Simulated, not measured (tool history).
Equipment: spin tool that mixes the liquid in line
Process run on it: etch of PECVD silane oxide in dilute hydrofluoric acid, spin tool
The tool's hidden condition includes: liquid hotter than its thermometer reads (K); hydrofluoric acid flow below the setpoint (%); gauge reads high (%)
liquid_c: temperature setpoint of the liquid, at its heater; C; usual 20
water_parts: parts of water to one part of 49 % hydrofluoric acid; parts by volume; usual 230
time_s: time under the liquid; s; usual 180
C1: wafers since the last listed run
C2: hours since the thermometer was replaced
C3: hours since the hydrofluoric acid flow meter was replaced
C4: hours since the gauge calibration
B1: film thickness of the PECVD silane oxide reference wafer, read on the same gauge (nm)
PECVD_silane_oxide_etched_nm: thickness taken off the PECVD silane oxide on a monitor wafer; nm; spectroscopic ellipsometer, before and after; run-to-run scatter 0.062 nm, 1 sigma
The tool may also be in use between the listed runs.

run 1 hour=0 | liquid_c=20 water_parts=150 time_s=180 | C1=0 C2=1612.1 C3=1870.1 C4=152.4 | B1=70.01 | PECVD_silane_oxide_etched_nm=19.96
run 2 hour=11.1 | liquid_c=20 water_parts=150 time_s=180 | C1=60 C2=1623.2 C3=1881.2 C4=163.5 | B1=70 | PECVD_silane_oxide_etched_nm=19.92
run 3 hour=18.1 | liquid_c=20 water_parts=150 time_s=180 | C1=38 C2=1630.2 C3=1888.2 C4=170.5 | B1=70.02 | PECVD_silane_oxide_etched_nm=19.8
run 4 hour=30.2 | liquid_c=20 water_parts=230 time_s=180 | C1=66 C2=1642.3 C3=1900.3 C4=182.6 | B1=69.99 | PECVD_silane_oxide_etched_nm=11.98
run 5 hour=40.6 | liquid_c=20 water_parts=230 time_s=180 | C1=56 C2=1652.7 C3=1910.7 C4=193 | B1=70.05 | PECVD_silane_oxide_etched_nm=12.08
run 6 hour=50.2 | liquid_c=20 water_parts=230 time_s=180 | C1=52 C2=1662.3 C3=1920.3 C4=202.6 | B1=70.01 | PECVD_silane_oxide_etched_nm=12.05
run 7 hour=78.6 | liquid_c=20 water_parts=230 time_s=180 | C1=155 C2=1690.7 C3=1948.7 C4=231 | B1=70 | PECVD_silane_oxide_etched_nm=11.95
run 8 hour=88.5 | liquid_c=20 water_parts=230 time_s=180 | C1=54 C2=1700.6 C3=1958.6 C4=240.9 | B1=70 | PECVD_silane_oxide_etched_nm=12.09
run 9 hour=101.9 | liquid_c=20 water_parts=230 time_s=180 | C1=73 C2=1714 C3=1972 C4=254.3 | B1=70.02 | PECVD_silane_oxide_etched_nm=12.07
run 10 hour=110.8 | liquid_c=20 water_parts=315 time_s=135 | C1=48 C2=1722.9 C3=1980.9 C4=263.2 | B1=70.02 | PECVD_silane_oxide_etched_nm=6.09
run 11 hour=119.6 | liquid_c=20 water_parts=315 time_s=135 | C1=48 C2=1731.7 C3=1989.7 C4=272 | B1=70.04 | PECVD_silane_oxide_etched_nm=6.1
run 12 hour=127.8 | liquid_c=20 water_parts=315 time_s=135 | C1=44 C2=1739.9 C3=1997.9 C4=280.2 | B1=69.98 | PECVD_silane_oxide_etched_nm=6.02
run 13 hour=144.1 | liquid_c=20 water_parts=230 time_s=220 | C1=88 C2=1756.2 C3=2014.2 C4=296.5 | B1=70 | PECVD_silane_oxide_etched_nm=14.64
run 14 hour=152.3 | liquid_c=25 water_parts=295 time_s=235 | C1=44 C2=1764.4 C3=2022.4 C4=304.7 | B1=70.01 | PECVD_silane_oxide_etched_nm=13.69
-- hour=158.5 thermometer replaced
run 15 hour=166.9 | liquid_c=17 water_parts=230 time_s=240 | C1=74 C2=8.4 C3=2037 C4=319.3 | B1=69.99 | PECVD_silane_oxide_etched_nm=13.3
run 16 hour=177.2 | liquid_c=17 water_parts=325 time_s=290 | C1=56 C2=18.7 C3=2047.3 C4=329.6 | B1=70.01 | PECVD_silane_oxide_etched_nm=10.53
run 17 hour=186.6 | liquid_c=20 water_parts=230 time_s=180 | C1=51 C2=28.1 C3=2056.7 C4=339 | B1=70.02 | PECVD_silane_oxide_etched_nm=11.26
run 18 hour=203.6 | liquid_c=20 water_parts=165 time_s=180 | C1=92 C2=45.1 C3=2073.7 C4=356 | B1=70.01 | PECVD_silane_oxide_etched_nm=16.68
run 19 hour=214.4 | liquid_c=20 water_parts=315 time_s=135 | C1=58 C2=55.9 C3=2084.5 C4=366.8 | B1=69.99 | PECVD_silane_oxide_etched_nm=5.74

Run 20 has not been measured yet. What should we expect?
run 20 hour=225.8 | liquid_c=18.5 water_parts=115 time_s=245 | C1=62 C2=67.3 C3=2095.9 C4=378.2 | B1=? | PECVD_silane_oxide_etched_nm=?

For run 20 the tool returned B1 70.01, PECVD_silane_oxide_etched_nm 32.74 nm.
With the hidden condition absent and the run-to-run variation left alone, this run would have shown PECVD_silane_oxide_etched_nm 32.22 nm.

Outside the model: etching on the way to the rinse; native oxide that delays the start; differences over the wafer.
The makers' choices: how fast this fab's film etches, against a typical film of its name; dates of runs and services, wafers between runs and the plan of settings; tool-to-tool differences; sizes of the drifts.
